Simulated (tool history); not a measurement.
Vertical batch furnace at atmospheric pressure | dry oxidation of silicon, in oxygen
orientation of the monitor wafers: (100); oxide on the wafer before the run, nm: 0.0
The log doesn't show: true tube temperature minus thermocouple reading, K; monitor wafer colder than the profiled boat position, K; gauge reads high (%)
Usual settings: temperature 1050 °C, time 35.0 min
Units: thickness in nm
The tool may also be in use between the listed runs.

run    hour  temperature  time  wafers since the last listed run  hours since the last temperature calibration  hours since the boat lift was adjusted  hours since the gauge calibration  read-back reference wafer on the same gauge, thickness  thickness
  1     0.0         1050  35.0                                 0                                        1175.1                                  4472.6                              119.5                                                   57.44      55.46
  2    49.2         1050  35.0                               500                                        1224.3                                  4521.8                              168.7                                                   57.41      56.54
  3   119.0         1050  35.0                               709                                        1294.1                                  4591.6                              238.5                                                   57.44      55.93
  4   179.7         1050  35.0                               616                                        1354.8                                  4652.3                              299.2                                                   57.41      56.03
  5   221.4         1068  35.0                               423                                        1396.5                                  4694.0                              340.9                                                   57.43      65.01
  6   254.9         1068  35.0                               340                                        1430.0                                  4727.5                              374.4                                                   57.40      65.49
  7   309.4         1068  35.0                               553                                        1484.5                                  4782.0                              428.9                                                   57.47      65.42
  8   380.7         1034  35.0                               724                                        1555.8                                  4853.3                              500.2                                                   57.39      49.11
  9   440.9         1034  35.0                               611                                        1616.0                                  4913.5                              560.4                                                   57.47      49.05
 10   506.4         1044  35.0                               665                                        1681.5                                  4979.0                              625.9                                                   57.44      53.86
 11   555.8         1050  35.0                               502                                        1730.9                                  5028.4                              675.3                                                   57.40      56.77
 12   617.7         1050  35.0                               629                                        1792.8                                  5090.3                              737.2                                                   57.43      56.52
 13   688.9         1050  35.0                               723                                        1864.0                                  5161.5                              808.4                                                   57.41      57.19
 14   740.5         1063  23.0                               524                                        1915.6                                  5213.1                              860.0                                                   57.43      49.29
      767.6  -- thermocouples replaced and temperature profile calibrated
 15   784.3         1042  28.0                               201                                          16.7                                  5256.9                              903.8                                                   57.43      45.46
      816.8  -- gauge calibrated
 16   817.6         1070  29.0                               338                                          50.0                                  5290.2                                0.8                                                   57.33      58.25
 17   887.7         1050  29.0                               712                                         120.1                                  5360.3                               70.9                                                   57.38      49.40
      918.4  -- boat lift adjusted
 18   954.4         1029  42.0                               433                                         186.8                                    36.0                              137.6                                                   57.44      51.81
 19  1006.6         1029  27.0                               530                                         239.0                                    88.2                              189.8                                                   57.39      39.53

Run 20 comes next. What will it give?
 20  1076.7         1059  49.5                               712                                         309.1                                   158.3                              259.9                                                       ?          ?

Run 20 gave read-back reference wafer on the same gauge, thickness 57.42, thickness 73.98 nm.
Without the tool's hidden state the same run would have given thickness 73.77 nm.

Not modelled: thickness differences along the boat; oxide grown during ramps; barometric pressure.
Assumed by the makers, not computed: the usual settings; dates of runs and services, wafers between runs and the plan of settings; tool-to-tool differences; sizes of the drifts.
